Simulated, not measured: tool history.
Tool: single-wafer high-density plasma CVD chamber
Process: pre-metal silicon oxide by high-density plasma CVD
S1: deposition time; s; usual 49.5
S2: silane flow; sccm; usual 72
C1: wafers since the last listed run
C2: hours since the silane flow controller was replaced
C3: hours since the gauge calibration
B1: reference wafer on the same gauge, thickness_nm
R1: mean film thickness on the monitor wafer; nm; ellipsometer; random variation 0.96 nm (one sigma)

run	hour	S1	S2	C1	C2	C3	B1	R1
1	0.0	49.5	72	0	804.5	445.6	352.893	351.654
2	38.9	49.5	72	801	843.4	484.5	352.988	352.511
3	97.6	49.5	72	1209	902.1	543.2	352.984	354.131
4	164.1	49.5	79	1370	968.6	609.7	352.916	389.979
5	221.1	49.5	79	1174	1025.6	666.7	353.051	387.647
6	271.8	49.5	72	1045	1076.3	717.4	352.925	354.668
7	370.5	49.5	72	2034	1175.0	816.1	353.117	352.488
8	450.5	49.5	72	1648	1255.0	896.1	352.747	355.186
9	549.6	44.8	72	2042	1354.1	995.2	353.117	319.224
10	605.4	49.5	61	1150	1409.9	1051.0	353.151	301.671
# hour 665.2: gauge calibrated
11	684.7	52.1	58	1634	1489.2	19.5	352.879	301.220
12	734.1	49.5	72	1018	1538.6	68.9	352.713	356.125
13	802.8	43.0	78	1416	1607.3	137.6	353.268	335.019
14	839.3	49.5	68	752	1643.8	174.1	352.846	337.644
# hour 922.3: silane flow controller replaced
15	922.8	41.9	82	1556	0.5	257.6	352.680	324.487
16	976.7	52.1	58	1110	54.4	311.5	352.813	285.894
17	1078.3	49.5	72	2094	156.0	413.1	352.989	340.788
18	1173.8	54.4	65	1968	251.5	508.6	353.090	341.125

Forecast each of these 5 alternatives for the next run:
A	1174.2	49.5	72	8	251.9	509.0	?	?
B	1174.2	40.9	72	8	251.9	509.0	?	?
C	1174.2	52.6	77	8	251.9	509.0	?	?
D	1174.2	54.9	72	8	251.9	509.0	?	?
E	1174.2	42.1	78	8	251.9	509.0	?	?

run	B1	R1
A	353.182	343.155
B	353.182	283.536
C	353.182	389.968
D	353.182	380.590
E	353.182	316.177
Without the tool's hidden state the same runs would have given:
run	R1
A	335.796
B	277.456
C	381.605
D	372.428
E	309.396
